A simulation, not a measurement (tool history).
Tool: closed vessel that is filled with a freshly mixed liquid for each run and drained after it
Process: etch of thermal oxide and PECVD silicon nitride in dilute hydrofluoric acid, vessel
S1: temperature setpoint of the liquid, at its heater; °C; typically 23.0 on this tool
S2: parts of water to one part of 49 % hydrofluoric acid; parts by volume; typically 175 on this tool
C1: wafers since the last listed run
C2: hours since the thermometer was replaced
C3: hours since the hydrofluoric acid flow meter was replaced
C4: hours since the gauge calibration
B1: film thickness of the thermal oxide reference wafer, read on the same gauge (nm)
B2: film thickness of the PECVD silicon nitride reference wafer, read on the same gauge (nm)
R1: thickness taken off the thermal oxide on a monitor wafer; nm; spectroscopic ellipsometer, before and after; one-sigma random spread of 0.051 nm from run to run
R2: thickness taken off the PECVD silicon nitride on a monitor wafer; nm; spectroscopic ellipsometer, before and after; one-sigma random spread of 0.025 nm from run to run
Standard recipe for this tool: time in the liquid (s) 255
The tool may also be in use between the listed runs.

Run 1, hour 0.0: usual settings; C1 0; C2 2159.5; C3 956.1; C4 529.5; B1 70.02; B2 40.007. Result: R1 6.72 nm, R2 3.072 nm.
Run 2, hour 67.0: usual settings; C1 7061; C2 2226.5; C3 1023.1; C4 596.5; B1 70.00; B2 40.012. Result: R1 6.76 nm, R2 3.077 nm.
Run 3, hour 103.2: usual settings but time in the liquid (s) 370; C1 3815; C2 2262.7; C3 1059.3; C4 632.7; B1 69.99; B2 39.999. Result: R1 9.61 nm, R2 4.455 nm.
Run 4, hour 141.8: usual settings but time in the liquid (s) 370; C1 4068; C2 2301.3; C3 1097.9; C4 671.3; B1 70.00; B2 40.001. Result: R1 9.83 nm, R2 4.390 nm.
Run 5, hour 195.0: usual settings; C1 5606; C2 2354.5; C3 1151.1; C4 724.5; B1 69.99; B2 39.980. Result: R1 6.66 nm, R2 3.087 nm.
Run 6, hour 258.9: usual settings but S2 135 parts by volume; C1 6734; C2 2418.4; C3 1215.0; C4 788.4; B1 70.02; B2 40.004. Result: R1 9.07 nm, R2 3.945 nm.
Run 7, hour 308.0: usual settings but S2 135 parts by volume; C1 5174; C2 2467.5; C3 1264.1; C4 837.5; B1 70.01; B2 40.003. Result: R1 9.15 nm, R2 3.995 nm.
Run 8, hour 377.6: usual settings but S2 210 parts by volume; C1 7335; C2 2537.1; C3 1333.7; C4 907.1; B1 70.00; B2 40.020. Result: R1 5.45 nm, R2 2.574 nm.
Run 9, hour 407.7: usual settings but S2 210 parts by volume; C1 3172; C2 2567.2; C3 1363.8; C4 937.2; B1 69.98; B2 39.994. Result: R1 5.45 nm, R2 2.607 nm.
Run 10, hour 476.9: usual settings; C1 7292; C2 2636.4; C3 1433.0; C4 1006.4; B1 70.01; B2 40.004. Result: R1 6.81 nm, R2 3.119 nm.
Run 11, hour 507.3: usual settings; C1 3203; C2 2666.8; C3 1463.4; C4 1036.8; B1 70.01; B2 40.009. Result: R1 6.83 nm, R2 3.046 nm.
Run 12, hour 565.9: usual settings but S1 19.5 °C, time in the liquid (s) 355; C1 6175; C2 2725.4; C3 1522.0; C4 1095.4; B1 70.01; B2 39.988. Result: R1 8.21 nm, R2 3.424 nm.
At hour 595.5: thermometer replaced.
Run 13, hour 626.5: usual settings; C1 6281; C2 31.0; C3 1582.6; C4 1156.0; B1 69.99; B2 40.005. Result: R1 6.81 nm, R2 3.100 nm.
At hour 634.3: hydrofluoric acid flow meter replaced.
Run 14, hour 658.2: usual settings but S2 250 parts by volume; C1 3235; C2 62.7; C3 23.9; C4 1187.7; B1 69.99; B2 39.979. Result: R1 4.56 nm, R2 2.241 nm.
Run 15, hour 729.3: usual settings but S1 25.0 °C, time in the liquid (s) 175; C1 7493; C2 133.8; C3 95.0; C4 1258.8; B1 69.99; B2 40.009. Result: R1 5.15 nm, R2 2.467 nm.
At hour 848.1: hydrofluoric acid flow meter replaced, repeated, since the last time left the tool worse.
Run 16, hour 870.4: usual settings but S1 25.5 °C, S2 255 parts by volume, time in the liquid (s) 375; C1 14765; C2 274.9; C3 22.3; C4 1399.9; B1 70.00; B2 40.011. Result: R1 6.53 nm, R2 3.540 nm.
At hour 898.2: gauge calibrated.
Run 17, hour 918.3: usual settings but time in the liquid (s) 380; C1 5048; C2 322.8; C3 70.2; C4 20.1; B1 69.99; B2 40.005. Result: R1 9.54 nm, R2 4.418 nm.
Run 18, hour 959.6: usual settings; C1 4352; C2 364.1; C3 111.5; C4 61.4; B1 70.00; B2 40.008. Result: R1 6.56 nm, R2 2.952 nm.
Run 19, hour 1027.7: usual settings but S1 20.5 °C; C1 7177; C2 432.2; C3 179.6; C4 129.5; B1 70.00; B2 40.004. Result: R1 5.88 nm, R2 2.508 nm.
Run 20, hour 1051.7: usual settings but S1 20.0 °C, S2 245 parts by volume, time in the liquid (s) 325; C1 2529; C2 456.2; C3 203.6; C4 153.5; B1 70.02; B2 40.019. Result: R1 4.85 nm, R2 2.277 nm.
Run 21, hour 1117.9: usual settings but S2 210 parts by volume; C1 6976; C2 522.4; C3 269.8; C4 219.7; B1 70.00; B2 40.009. Result: R1 5.23 nm, R2 2.530 nm.
Run 22, hour 1175.1: usual settings but S1 21.5 °C, S2 90 parts by volume, time in the liquid (s) 365; C1 6028; C2 579.6; C3 327.0; C4 276.9; B1 70.00; B2 39.999. Result: R1 18.89 nm, R2 7.513 nm.
Run 23, hour 1238.0: usual settings but S2 130 parts by volume, time in the liquid (s) 130; C1 6629; C2 642.5; C3 389.9; C4 339.8; B1 70.00; B2 39.999. Result: R1 4.69 nm, R2 2.045 nm.
Run 24, hour 1292.1: usual settings but S1 19.5 °C, S2 240 parts by volume, time in the liquid (s) 310; C1 5701; C2 696.6; C3 444.0; C4 393.9; B1 70.00; B2 39.995. Result: R1 4.78 nm, R2 2.122 nm.

State the hidden condition of the tool at each of the runs:
liquid hotter than its thermometer reads (K): 0 across all the runs
gauge reads high (%): 0 across all the runs
H1: hydrofluoric acid flow above the setpoint (%)
run     H1
  1   3.81
  2   4.04
  3   4.17
  4    4.3
  5   4.49
  6   4.71
  7   4.88
  8   5.12
  9   5.23
 10   5.47
 11   5.57
 12   5.78
 13   5.99
 14   8.75
 15      9
 16  0.378
 17  0.544
 18  0.688
 19  0.925
 20   1.01
 21   1.24
 22   1.44
 23   1.66
 24   1.84
